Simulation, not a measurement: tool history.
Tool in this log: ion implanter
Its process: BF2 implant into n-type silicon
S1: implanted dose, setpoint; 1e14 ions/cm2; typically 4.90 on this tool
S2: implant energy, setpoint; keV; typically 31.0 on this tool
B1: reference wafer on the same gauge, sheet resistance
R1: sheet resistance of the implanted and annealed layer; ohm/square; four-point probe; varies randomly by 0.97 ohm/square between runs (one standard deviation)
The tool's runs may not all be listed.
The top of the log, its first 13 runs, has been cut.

{"run": 14, "hour": 638.6, "S1": 4.01, "S2": 38.5, "B1": 264.8, "R1": 294.1}
{"run": 15, "hour": 698.3, "S1": 4.9, "S2": 27.5, "B1": 264.68, "R1": 261.7}
{"run": 16, "hour": 730.4, "S1": 5.77, "S2": 25.0, "B1": 265.02, "R1": 237.47}
{"run": 17, "hour": 792.9, "S1": 3.86, "S2": 31.0, "B1": 264.44, "R1": 308.24}
{"run": 18, "hour": 845.8, "S1": 3.61, "S2": 37.5, "B1": 264.67, "R1": 319.25}
{"hour": 868.1, "done": "gauge calibrated"}
{"run": 19, "hour": 890.6, "S1": 6.0, "S2": 31.0, "B1": 268.72, "R1": 221.62}
{"run": 20, "hour": 933.3, "S1": 4.04, "S2": 31.0, "B1": 268.97, "R1": 300.86}
{"run": 21, "hour": 957.9, "S1": 5.58, "S2": 24.0, "B1": 268.53, "R1": 250.22}
{"run": 22, "hour": 999.0, "S1": 4.9, "S2": 31.0, "B1": 268.78, "R1": 259.19}
{"hour": 1014.4, "done": "Faraday cup replaced and dose calibrated"}
{"run": 23, "hour": 1058.2, "S1": 3.7, "S2": 38.0, "B1": 268.62, "R1": 321.81}
{"hour": 1079.2, "done": "extraction supply calibrated"}
{"run": 24, "hour": 1095.9, "S1": 4.03, "S2": 37.5, "B1": 268.66, "R1": 297.47}
{"run": 25, "hour": 1129.7, "S1": 4.9, "S2": 31.0, "B1": 268.79, "R1": 257.72}
{"run": 26, "hour": 1167.3, "S1": 6.0, "S2": 22.5, "B1": 268.92, "R1": 244.84}
{"run": 27, "hour": 1233.7, "S1": 4.9, "S2": 31.0, "B1": 269.17, "R1": 258.76}
{"run": 28, "hour": 1300.8, "S1": 4.9, "S2": 21.0, "B1": 268.77, "R1": 278.32}
{"run": 29, "hour": 1359.4, "S1": 4.9, "S2": 40.5, "B1": 269.11, "R1": 247.44}
{"run": 30, "hour": 1415.6, "S1": 5.31, "S2": 28.0, "B1": 268.83, "R1": 248.03}
{"run": 31, "hour": 1455.0, "S1": 4.9, "S2": 31.0, "B1": 269.0, "R1": 256.2}
{"run": 32, "hour": 1518.3, "S1": 4.9, "S2": 31.0, "B1": 268.16, "R1": 258.75}
{"run": 33, "hour": 1579.1, "S1": 4.9, "S2": 31.0, "B1": 268.52, "R1": 257.34}
{"hour": 1594.8, "done": "Faraday cup replaced and dose calibrated"}
{"run": 34, "hour": 1630.2, "S1": 5.47, "S2": 38.5, "B1": 268.98, "R1": 227.57}
{"run": 35, "hour": 1680.0, "S1": 4.21, "S2": 31.0, "B1": 268.34, "R1": 291.67}
{"run": 36, "hour": 1740.8, "S1": 4.9, "S2": 31.0, "B1": 268.44, "R1": 258.78}
{"run": 37, "hour": 1856.2, "S1": 4.9, "S2": 31.0, "B1": 268.45, "R1": 258.49}

Forecast each of these 4 alternatives for the next run:
{"run": "A", "hour": 1856.6, "S1": 4.9, "S2": 34.0, "B1": "?", "R1": "?"}
{"run": "B", "hour": 1856.6, "S1": 5.79, "S2": 35.5, "B1": "?", "R1": "?"}
{"run": "C", "hour": 1856.6, "S1": 4.9, "S2": 39.5, "B1": "?", "R1": "?"}
{"run": "D", "hour": 1856.6, "S1": 3.5, "S2": 39.0, "B1": "?", "R1": "?"}

run=A B1=268.16 R1=254.10
run=B B1=268.16 R1=221.57
run=C B1=268.16 R1=248.61
run=D B1=268.16 R1=334.85
Stripped of hidden state, with their random variation kept, the same runs would have yielded:
run=A R1=254.73
run=B R1=222.12
run=C R1=249.23
run=D R1=335.68
